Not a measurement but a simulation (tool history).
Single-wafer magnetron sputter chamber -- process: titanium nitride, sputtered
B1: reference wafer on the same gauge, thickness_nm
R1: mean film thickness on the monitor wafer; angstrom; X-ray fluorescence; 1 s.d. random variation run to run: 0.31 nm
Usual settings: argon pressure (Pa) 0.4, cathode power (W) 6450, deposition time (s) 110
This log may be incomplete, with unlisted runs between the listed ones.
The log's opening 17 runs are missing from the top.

{"run": 18, "hour": 690.9, "argon pressure (Pa)": 0.349, "cathode power (W)": 7000, "deposition time (s)": 110, "B1": 139.924, "R1": 1396.03}
{"run": 19, "hour": 750.3, "argon pressure (Pa)": 0.4, "cathode power (W)": 6450, "deposition time (s)": 110, "B1": 140.073, "R1": 1260.85}
{"hour": 774.7, "done": "capacitance manometer re-zeroed and calibrated"}
{"run": 20, "hour": 775.8, "argon pressure (Pa)": 0.289, "cathode power (W)": 5400, "deposition time (s)": 129, "B1": 139.989, "R1": 1357.8}
{"run": 21, "hour": 832.5, "argon pressure (Pa)": 0.282, "cathode power (W)": 6450, "deposition time (s)": 118, "B1": 139.911, "R1": 1455.07}
{"run": 22, "hour": 897.2, "argon pressure (Pa)": 0.4, "cathode power (W)": 6450, "deposition time (s)": 110, "B1": 140.052, "R1": 1253.8}
{"run": 23, "hour": 924.4, "argon pressure (Pa)": 0.4, "cathode power (W)": 6450, "deposition time (s)": 110, "B1": 140.006, "R1": 1251.24}
{"hour": 983.9, "done": "magnet pack replaced"}
{"run": 24, "hour": 988.1, "argon pressure (Pa)": 0.4, "cathode power (W)": 6450, "deposition time (s)": 110, "B1": 140.125, "R1": 1255.75}
{"run": 25, "hour": 1026.6, "argon pressure (Pa)": 0.4, "cathode power (W)": 6450, "deposition time (s)": 110, "B1": 139.958, "R1": 1258.74}

Run 26 comes next. What will it give?
{"run": 26, "hour": 1060.1, "argon pressure (Pa)": 0.253, "cathode power (W)": 5300, "deposition time (s)": 127, "B1": "?", "R1": "?"}

Run 26 measured B1 139.976, R1 1336.44 angstrom.
With no hidden state in the tool, this same run would have given R1 1366.13 angstrom.
